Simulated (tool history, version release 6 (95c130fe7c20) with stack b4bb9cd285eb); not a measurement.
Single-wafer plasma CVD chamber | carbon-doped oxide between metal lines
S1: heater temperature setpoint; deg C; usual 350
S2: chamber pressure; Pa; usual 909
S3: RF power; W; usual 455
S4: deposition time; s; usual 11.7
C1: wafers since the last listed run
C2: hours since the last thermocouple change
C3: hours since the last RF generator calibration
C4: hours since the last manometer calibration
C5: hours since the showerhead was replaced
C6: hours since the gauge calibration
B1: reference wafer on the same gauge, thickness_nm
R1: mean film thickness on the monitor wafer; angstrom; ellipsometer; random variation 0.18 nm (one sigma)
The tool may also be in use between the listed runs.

Run 1, hour 0.0: usual settings but S1 361 deg C, S2 981 Pa; C1 0; C2 1783.6; C3 1828.8; C4 1896.5; C5 6319.0; C6 458.3; B1 61.361. Result: R1 513.46 angstrom.
Run 2, hour 101.2: usual settings but S1 342 deg C; C1 4036; C2 1884.8; C3 1930.0; C4 1997.7; C5 6420.2; C6 559.5; B1 61.304. Result: R1 541.67 angstrom.
Run 3, hour 264.5: usual settings; C1 6512; C2 2048.1; C3 2093.3; C4 2161.0; C5 6583.5; C6 722.8; B1 61.304. Result: R1 527.33 angstrom.
At hour 280.1: gauge calibrated.
Run 4, hour 362.0: usual settings; C1 3888; C2 2145.6; C3 2190.8; C4 2258.5; C5 6681.0; C6 81.9; B1 61.262. Result: R1 524.44 angstrom.
At hour 401.5: capacitance manometer re-zeroed and calibrated.
Run 5, hour 462.0: usual settings; C1 3669; C2 2245.6; C3 2290.8; C4 60.5; C5 6781.0; C6 181.9; B1 61.376. Result: R1 523.05 angstrom.
Run 6, hour 510.8: usual settings; C1 1946; C2 2294.4; C3 2339.6; C4 109.3; C5 6829.8; C6 230.7; B1 61.298. Result: R1 526.44 angstrom.
At hour 530.8: showerhead replaced.
Run 7, hour 550.9: usual settings; C1 1280; C2 2334.5; C3 2379.7; C4 149.4; C5 20.1; C6 270.8; B1 61.387. Result: R1 519.46 angstrom.
Run 8, hour 626.4: usual settings; C1 3011; C2 2410.0; C3 2455.2; C4 224.9; C5 95.6; C6 346.3; B1 61.331. Result: R1 518.18 angstrom.
Run 9, hour 720.8: usual settings but S1 339 deg C, S4 10.7 s; C1 3764; C2 2504.4; C3 2549.6; C4 319.3; C5 190.0; C6 440.7; B1 61.262. Result: R1 493.27 angstrom.
Run 10, hour 764.0: usual settings but S1 362 deg C; C1 1722; C2 2547.6; C3 2592.8; C4 362.5; C5 233.2; C6 483.9; B1 61.228. Result: R1 501.61 angstrom.
Run 11, hour 807.8: usual settings but S2 760 Pa; C1 1746; C2 2591.4; C3 2636.6; C4 406.3; C5 277.0; C6 527.7; B1 61.304. Result: R1 508.40 angstrom.
At hour 827.8: RF generator calibrated.
At hour 896.9: thermocouple changed; heater temperature recalibrated.
Run 12, hour 899.6: usual settings but S1 364 deg C, S3 520 W; C1 3023; C2 2.7; C3 71.8; C4 498.1; C5 368.8; C6 619.5; B1 61.219. Result: R1 540.61 angstrom.
At hour 958.7: gauge calibrated.
Run 13, hour 1004.1: usual settings but S1 364 deg C, S3 520 W; C1 4167; C2 107.2; C3 176.3; C4 602.6; C5 473.3; C6 45.4; B1 61.295. Result: R1 541.78 angstrom.
Run 14, hour 1069.4: usual settings but S3 400 W; C1 2604; C2 172.5; C3 241.6; C4 667.9; C5 538.6; C6 110.7; B1 61.295. Result: R1 505.60 angstrom.
Run 15, hour 1164.9: usual settings but S3 365 W; C1 3808; C2 268.0; C3 337.1; C4 763.4; C5 634.1; C6 206.2; B1 61.356. Result: R1 488.54 angstrom.
Run 16, hour 1240.6: usual settings; C1 3019; C2 343.7; C3 412.8; C4 839.1; C5 709.8; C6 281.9; B1 61.249. Result: R1 533.49 angstrom.

Forecast each of these 3 alternatives for the next run:
Run A, hour 1241.0: usual settings but S3 420 W; C1 15; C2 344.1; C3 413.2; C4 839.5; C5 710.2; C6 282.3; B1 ?. Result: R1 ?.
Run B, hour 1241.0: usual settings but S3 490 W, S4 10.7 s; C1 15; C2 344.1; C3 413.2; C4 839.5; C5 710.2; C6 282.3; B1 ?. Result: R1 ?.
Run C, hour 1241.0: usual settings but S1 343 deg C, S2 744 Pa, S3 410 W, S4 10.3 s; C1 15; C2 344.1; C3 413.2; C4 839.5; C5 710.2; C6 282.3; B1 ?. Result: R1 ?.

run      B1      R1
  A  61.284  516.38
  B  61.284  503.32
  C  61.284  454.50
Without the tool's hidden state the same runs would have given:
run      R1
  A  520.15
  B  506.50
  C  457.82
